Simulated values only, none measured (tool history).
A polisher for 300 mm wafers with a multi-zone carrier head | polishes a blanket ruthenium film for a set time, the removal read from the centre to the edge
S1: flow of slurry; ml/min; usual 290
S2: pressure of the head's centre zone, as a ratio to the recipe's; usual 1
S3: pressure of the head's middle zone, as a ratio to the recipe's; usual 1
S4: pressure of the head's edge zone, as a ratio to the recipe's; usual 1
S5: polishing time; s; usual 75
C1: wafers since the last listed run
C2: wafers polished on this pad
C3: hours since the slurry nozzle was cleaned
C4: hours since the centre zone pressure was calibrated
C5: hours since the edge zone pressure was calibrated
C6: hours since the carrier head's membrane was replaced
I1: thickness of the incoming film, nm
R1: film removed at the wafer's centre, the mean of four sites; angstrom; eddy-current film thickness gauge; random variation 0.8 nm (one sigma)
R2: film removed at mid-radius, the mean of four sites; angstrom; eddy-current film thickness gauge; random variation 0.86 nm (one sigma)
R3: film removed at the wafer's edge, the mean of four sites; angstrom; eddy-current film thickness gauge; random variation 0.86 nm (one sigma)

run,hour,S1,S2,S3,S4,S5,C1,C2,C3,C4,C5,C6,I1,R1,R2,R3
1,0,290,1,1,1,75,0,2708,460.2,1138.4,346.3,938.1,609.4,537,602,600
2,81.2,290,1,0.97,1,75,709,3418,541.4,1219.6,427.5,1019.3,606,515,571,606
3,138.9,290,1.09,1,1.07,75,504,3922,599.1,1277.3,485.2,1077,604.6,571,598,625
4,183.9,345,0.92,1,0.91,92,393,4315,644.1,1322.3,530.2,1122,605.2,631,727,717
# hour 185.3: slurry nozzle cleaned
5,246.2,220,1,1,1,61,535,4851,60.9,1384.6,592.5,1184.3,603.9,399,472,475
# hour 251.6: worn pad replaced by a new one
# hour 303.9: edge zone pressure recalibrated
6,353.4,235,1,1,1,75,884,872,168.1,1491.8,49.5,1291.5,610.7,504,575,591
# hour 396.5: centre zone pressure recalibrated
7,416.9,250,1,1,1,60,537,1410,231.6,20.4,113,1355,610,459,470,464
# hour 427.6: carrier head's membrane replaced by a new one
8,498,290,1,1,1,75,665,2075,312.7,101.5,194.1,70.4,601.8,583,601,605
9,568.3,320,0.96,0.93,1.05,75,614,2689,383,171.8,264.4,140.7,614,562,577,609
10,650,250,1,0.89,1,75,714,3404,464.7,253.5,346.1,222.4,605.4,548,526,599
11,701.6,255,1.08,0.9,1,58,451,3855,516.3,305.1,397.7,274,611.5,461,413,459
12,743.1,290,1,0.91,0.91,75,362,4217,557.8,346.6,439.2,315.5,609,584,554,583
13,801.8,290,1,1,1,75,513,4730,616.5,405.3,497.9,374.2,612.5,578,601,603
# hour 807.2: worn pad replaced by a new one
# hour 875.8: slurry nozzle cleaned
14,876.3,365,1,1,1,75,607,595,0.5,479.8,572.4,448.7,616.7,593,605,612
# hour 878.5: edge zone pressure recalibrated
15,939.2,290,1,1.07,1,52,532,1127,63.4,542.7,60.7,511.6,603.2,395,439,409
16,990.1,250,1,1,1,60,444,1572,114.3,593.6,111.6,562.5,618.9,444,468,470
17,1061.2,220,1,1,1,60,621,2193,185.4,664.7,182.7,633.6,611.9,435,450,459
18,1139.2,290,1,1,1,75,681,2875,263.4,742.7,260.7,711.6,599.5,562,576,580
19,1206.4,290,1,1,0.94,51,587,3462,330.6,809.9,327.9,778.8,596.1,384,408,391
20,1294.3,290,1,1,0.88,75,768,4231,418.5,897.8,415.8,866.7,616,552,586,555
# hour 1439.4: edge zone pressure recalibrated
21,1450.9,220,1,1,1,75,1351,5582,575.1,1054.4,11.5,1023.3,602.5,534,565,569

Forecast each of these 5 alternatives for the next run:
A,1451.4,290,1,1,1,75,4,5586,575.6,1054.9,12,1023.8,609.9,?,?,?
B,1451.4,350,1,1,1.04,75,4,5586,575.6,1054.9,12,1023.8,609.9,?,?,?
C,1451.4,290,1,0.88,0.94,75,4,5586,575.6,1054.9,12,1023.8,609.9,?,?,?
D,1451.4,290,1,1,1.11,66,4,5586,575.6,1054.9,12,1023.8,609.9,?,?,?
E,1451.4,290,1,1,1.09,59,4,5586,575.6,1054.9,12,1023.8,609.9,?,?,?

run,R1,R2,R3
A,564,598,609
B,576,610,630
C,564,538,592
D,496,526,564
E,444,471,500
Without the tool's hidden state the same runs would have given:
run,R1,R2,R3
A,594,598,609
B,606,609,630
C,593,538,592
D,522,526,564
E,467,470,500
